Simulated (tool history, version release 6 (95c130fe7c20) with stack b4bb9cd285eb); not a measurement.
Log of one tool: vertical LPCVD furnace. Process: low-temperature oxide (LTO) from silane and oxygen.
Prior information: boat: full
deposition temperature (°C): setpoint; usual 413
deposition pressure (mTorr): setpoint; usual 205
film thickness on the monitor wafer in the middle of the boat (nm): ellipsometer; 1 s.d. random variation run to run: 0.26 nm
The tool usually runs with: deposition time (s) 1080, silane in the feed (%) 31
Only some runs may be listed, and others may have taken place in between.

run   hour  deposition temperature (°C)  deposition pressure (mTorr)  deposition time (s)  silane in the feed (%)  wafers since the last listed run  hours since the last temperature calibration  hours since the pressure gauge was zeroed  hours since the silane flow controller was replaced  hours since the gauge calibration  read-back reference wafer on the same gauge, thickness  film thickness on the monitor wafer in the middle of the boat (nm)
  1      0                          413                          240                  840                      31                                 0                                        1100.4                                     2000.7                                               4534.3                              124.9                                                  124.03                                                              115.92
  2     34                          413                          205                 1080                      31                               909                                        1134.4                                     2034.7                                               4568.3                              158.9                                                  124.01                                                              127.42
      60.5  -- gauge calibrated
  3   65.6                          413                          205                 1080                      31                               844                                          1166                                     2066.3                                               4599.9                                5.1                                                  124.01                                                              127.79
  4  101.3                          413                          205                 1080                      31                               954                                        1201.7                                       2102                                               4635.6                               40.8                                                  124.13                                                              128.29
  5  127.2                          416                          205                 1170                      31                               692                                        1227.6                                     2127.9                                               4661.5                               66.7                                                  124.11                                                              143.49
     175.4  -- pressure gauge zeroed
  6  175.9                          416                          205                 1170                      31                               660                                        1276.3                                        0.5                                               4710.2                              115.4                                                  124.02                                                              143.35
  7  184.2                          413                          205                 1080                      31                               221                                        1284.6                                        8.8                                               4718.5                              123.7                                                     124                                                              127.94
  8  200.9                          413                          205                 1080                      31                               446                                        1301.3                                       25.5                                               4735.2                              140.4                                                  124.08                                                              128.68
     229.3  -- silane flow controller replaced
  9  229.8                          413                          205                 1080                      31                               131                                        1330.2                                       54.4                                                  0.5                              169.3                                                  124.03                                                              128.57
 10  233.6                          413                          180                 1080                      31                               101                                          1334                                       58.2                                                  4.3                              173.1                                                  123.97                                                               113.2
       249  -- gauge calibrated
     264.1  -- thermocouples replaced and temperature profile calibrated
 11  264.6                          413                          205                 1080                      31                               187                                           0.5                                       89.2                                                 35.3                               15.6                                                  124.09                                                              124.85
 12  278.5                          422                          175                 1380                      29                               371                                          14.4                                      103.1                                                 49.2                               29.5                                                  123.89                                                              136.78
 13  291.6                          422                          175                 1380                      29                               350                                          27.5                                      116.2                                                 62.3                               42.6                                                  123.99                                                              136.56
 14  307.3                          420                          205                 1080                      31                               419                                          43.2                                      131.9                                                   78                               58.3                                                  124.07                                                              134.98
 15  333.4                          413                          205                  810                      36                               697                                          69.3                                        158                                                104.1                               84.4                                                  124.05                                                              114.22
 16  354.5                          413                          175                 1080                      33                               564                                          90.4                                      179.1                                                125.2                              105.5                                                  124.01                                                              116.27

What if the next run were any one of these 3? Each begins from the tool's condition after run 16:
  A  357.9                          413                          160                 1080                      31                                90                                          93.8                                      182.5                                                128.6                              108.9                                                       ?                                                                   ?
  B  357.9                          402                          180                  930                      36                                90                                          93.8                                      182.5                                                128.6                              108.9                                                       ?                                                                   ?
  C  357.9                          413                          225                  810                      31                                90                                          93.8                                      182.5                                                128.6                              108.9                                                       ?                                                                   ?

run  read-back reference wafer on the same gauge, thickness  film thickness on the monitor wafer in the middle of the boat (nm)
  A                                                  123.97                                                                97.7
  B                                                  123.97                                                              102.39
  C                                                  123.97                                                              103.04
What these runs would have given with no unlogged condition in the tool:
run  film thickness on the monitor wafer in the middle of the boat (nm)
  A                                                               97.34
  B                                                              102.01
  C                                                              102.66

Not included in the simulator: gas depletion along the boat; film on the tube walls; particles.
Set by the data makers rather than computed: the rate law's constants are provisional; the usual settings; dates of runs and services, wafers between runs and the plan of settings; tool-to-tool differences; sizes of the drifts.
